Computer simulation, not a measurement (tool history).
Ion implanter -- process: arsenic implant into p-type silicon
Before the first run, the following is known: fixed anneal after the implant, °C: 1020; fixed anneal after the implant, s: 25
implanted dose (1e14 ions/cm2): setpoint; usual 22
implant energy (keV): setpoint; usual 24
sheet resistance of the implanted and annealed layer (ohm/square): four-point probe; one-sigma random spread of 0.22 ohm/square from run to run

run,hour,implanted dose (1e14 ions/cm2),implant energy (keV),wafers since the last listed run,hours since the last dose calibration,hours since the extraction supply was calibrated,hours since the gauge calibration,"read-back reference wafer on the same gauge, sheet resistance",sheet resistance of the implanted and annealed layer (ohm/square)
1,0,18.58,24,0,775.8,3630.7,3377.2,69.02,85.64
2,93.6,18.58,24,1141,869.4,3724.3,3470.8,69,86.15
3,175.7,18.58,24,1000,951.5,3806.4,3552.9,69,85.98
4,238.8,22,24,769,1014.6,3869.5,3616,68.97,81.99
5,342.4,22,24,1263,1118.2,3973.1,3719.6,68.98,82.16
6,410.7,22,24,832,1186.5,4041.4,3787.9,69,82.29
# hour 516: Faraday cup replaced and dose calibrated
7,516.5,16.73,20.5,1192,0.5,4147.2,3893.7,69.04,91.75
8,604.4,16.73,20.5,1071,88.4,4235.1,3981.6,69.02,91.47
9,706.1,22,22.5,1239,190.1,4336.8,4083.3,69,82.72
10,767.3,25.05,24,746,251.3,4398,4144.5,69.03,78.67
11,816.3,25.05,24,597,300.3,4447,4193.5,68.99,78.95
12,886,23.96,29.5,849,370,4516.7,4263.2,69.03,74.06
13,978.5,23.96,29.5,1127,462.5,4609.2,4355.7,68.99,74.83
14,1065.5,22,24,1060,549.5,4696.2,4442.7,69,81.39
15,1115.5,28.41,29,609,599.5,4746.2,4492.7,69.02,71.65
16,1219.2,15.77,28.5,1264,703.2,4849.9,4596.4,68.97,87.31
# hour 1264.7: extraction supply calibrated
17,1272.6,22,24,553,756.6,7.9,4649.8,68.99,81.47
18,1339.3,15.77,21,813,823.3,74.6,4716.5,69.02,93.45
# hour 1434.3: gauge calibrated
19,1599.4,25.31,21,3171,1083.4,334.7,165.1,69.01,82.69
20,1687.4,22,24,1072,1171.4,422.7,253.1,69,81.79
# hour 1721.2: Faraday cup replaced and dose calibrated
21,1787.1,25.8,29,1117,65.9,522.4,352.8,68.97,73.13
22,1860.8,16.16,27.5,898,139.6,596.1,426.5,69,86.39
23,1922.7,28.22,22,754,201.5,658,488.4,69.03,79.33
24,1977.7,25.99,32,670,256.5,713,543.4,69.02,70.69
25,2047.5,16.47,16.5,850,326.3,782.8,613.2,69.02,95.85
26,2109,15.66,17.5,749,387.8,844.3,674.7,69.03,96.97
27,2170.9,22,24,754,449.7,906.2,736.6,69.01,81.31
28,2261.8,22,24,1108,540.6,997.1,827.5,68.97,81.17
29,2357.3,17.07,24,1164,636.1,1092.6,923,69,87.73
30,2464.3,17.74,27.5,1304,743.1,1199.6,1030,68.99,83.63
31,2513.7,28.26,19.5,602,792.5,1249,1079.4,68.98,81.8
32,2586.5,28.37,28.5,887,865.3,1321.8,1152.2,68.98,72.75
33,2626.5,17.46,19,487,905.3,1361.8,1192.2,69,92.77
34,2668.3,22,24,509,947.1,1403.6,1234,69.02,81.5
35,2766.9,25.29,20,1202,1045.7,1502.2,1332.6,68.98,83.68
36,2847.6,22,24,983,1126.4,1582.9,1413.3,68.98,81.98

Results per run with the tool's hidden condition removed, run-to-run variation unchanged:
Unlogged tool condition in this case: deviation of the true dose from the Faraday cup's reading, %; deviation of the true energy from its setpoint, %; gauge reads high (%).
run,sheet resistance of the implanted and annealed layer (ohm/square)
1,85.16
2,85.53
3,85.23
4,81.32
5,81.33
6,81.35
7,91.68
8,91.4
9,82.65
10,78.6
11,78.87
12,73.94
13,74.66
14,81.15
15,71.44
16,86.66
17,81.05
18,92.65
19,82.02
20,80.81
21,73.2
22,86.52
23,79.38
24,70.73
25,95.89
26,96.96
27,81.27
28,81.07
29,87.48
30,83.24
31,81.58
32,72.45
33,92.16
34,81
35,83.17
36,81.22
